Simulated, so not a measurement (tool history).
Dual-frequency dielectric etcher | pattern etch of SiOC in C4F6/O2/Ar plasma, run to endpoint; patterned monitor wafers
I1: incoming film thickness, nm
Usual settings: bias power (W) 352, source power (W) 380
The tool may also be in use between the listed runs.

run 1 hour=0 | bias_power_(W)=352 source_power_(W)=380 | I1=43.3 | endpoint_time_(s)=16.6
run 2 hour=89.7 | bias_power_(W)=352 source_power_(W)=380 | I1=43.04 | endpoint_time_(s)=16.5
run 3 hour=128.1 | bias_power_(W)=352 source_power_(W)=380 | I1=43.14 | endpoint_time_(s)=16.5
run 4 hour=220.3 | bias_power_(W)=352 source_power_(W)=380 | I1=42.42 | endpoint_time_(s)=16.2
run 5 hour=278.9 | bias_power_(W)=352 source_power_(W)=380 | I1=43.18 | endpoint_time_(s)=16.7
run 6 hour=322.8 | bias_power_(W)=352 source_power_(W)=380 | I1=43.17 | endpoint_time_(s)=16.5
-- hour=404.7 wet clean of the chamber
run 7 hour=421.8 | bias_power_(W)=352 source_power_(W)=380 | I1=43.21 | endpoint_time_(s)=16.4
run 8 hour=512.2 | bias_power_(W)=352 source_power_(W)=380 | I1=42.85 | endpoint_time_(s)=16.7
run 9 hour=581.5 | bias_power_(W)=352 source_power_(W)=380 | I1=43.15 | endpoint_time_(s)=16.5
run 10 hour=642.1 | bias_power_(W)=352 source_power_(W)=360 | I1=42.41 | endpoint_time_(s)=16.6
run 11 hour=713.5 | bias_power_(W)=352 source_power_(W)=360 | I1=42.98 | endpoint_time_(s)=16.8
run 12 hour=805.5 | bias_power_(W)=330 source_power_(W)=380 | I1=42.88 | endpoint_time_(s)=16.7
run 13 hour=849.1 | bias_power_(W)=330 source_power_(W)=380 | I1=42.99 | endpoint_time_(s)=16.7
-- hour=887.3 wet clean of the chamber
run 14 hour=930.7 | bias_power_(W)=330 source_power_(W)=380 | I1=43.31 | endpoint_time_(s)=17
run 15 hour=1022.3 | bias_power_(W)=352 source_power_(W)=380 | I1=43.26 | endpoint_time_(s)=16.5
run 16 hour=1071.1 | bias_power_(W)=352 source_power_(W)=380 | I1=43.24 | endpoint_time_(s)=16.7
-- hour=1105.6 source power generator calibrated
run 17 hour=1176.6 | bias_power_(W)=352 source_power_(W)=380 | I1=43.12 | endpoint_time_(s)=16.7
run 18 hour=1216.3 | bias_power_(W)=321 source_power_(W)=380 | I1=43.29 | endpoint_time_(s)=17.1
run 19 hour=1283.6 | bias_power_(W)=352 source_power_(W)=380 | I1=43.02 | endpoint_time_(s)=16.6
run 20 hour=1344.4 | bias_power_(W)=352 source_power_(W)=380 | I1=43.37 | endpoint_time_(s)=16.7
-- hour=1393.9 wet clean of the chamber
run 21 hour=1396.7 | bias_power_(W)=266 source_power_(W)=300 | I1=42.78 | endpoint_time_(s)=19.7
run 22 hour=1455.6 | bias_power_(W)=352 source_power_(W)=380 | I1=43.19 | endpoint_time_(s)=16.5
run 23 hour=1506.6 | bias_power_(W)=379 source_power_(W)=350 | I1=43.05 | endpoint_time_(s)=16.8
run 24 hour=1706.7 | bias_power_(W)=436 source_power_(W)=330 | I1=42.64 | endpoint_time_(s)=16.4
run 25 hour=1756 | bias_power_(W)=352 source_power_(W)=380 | I1=43.05 | endpoint_time_(s)=16.4
-- hour=1832.7 bias power generator calibrated
run 26 hour=1833.2 | bias_power_(W)=352 source_power_(W)=380 | I1=42.93 | endpoint_time_(s)=16.4
-- hour=1861 wet clean of the chamber
-- hour=1920.4 upper electrode replaced
run 27 hour=1920.9 | bias_power_(W)=428 source_power_(W)=380 | I1=43.2 | endpoint_time_(s)=15.5
run 28 hour=1982.8 | bias_power_(W)=352 source_power_(W)=320 | I1=42.44 | endpoint_time_(s)=17.6
run 29 hour=2024.6 | bias_power_(W)=410 source_power_(W)=380 | I1=42.69 | endpoint_time_(s)=15.7
run 30 hour=2098 | bias_power_(W)=352 source_power_(W)=380 | I1=42.43 | endpoint_time_(s)=16.1
run 31 hour=2340.3 | bias_power_(W)=404 source_power_(W)=380 | I1=43.24 | endpoint_time_(s)=16.2
-- hour=2402.7 wet clean of the chamber
run 32 hour=2442.4 | bias_power_(W)=352 source_power_(W)=380 | I1=43.17 | endpoint_time_(s)=16.5
run 33 hour=2529.7 | bias_power_(W)=385 source_power_(W)=480 | I1=43.12 | endpoint_time_(s)=14.6
run 34 hour=2614.3 | bias_power_(W)=289 source_power_(W)=380 | I1=43.46 | endpoint_time_(s)=17.4
run 35 hour=2714.3 | bias_power_(W)=352 source_power_(W)=350 | I1=42.87 | endpoint_time_(s)=17.2

The tool's hidden state at each run:
etch rate over this chamber's usual, %: 0 in every run
bias power that arrives over what is set, %: 0 in every run
source power that arrives over what is set, %: 0 in every run
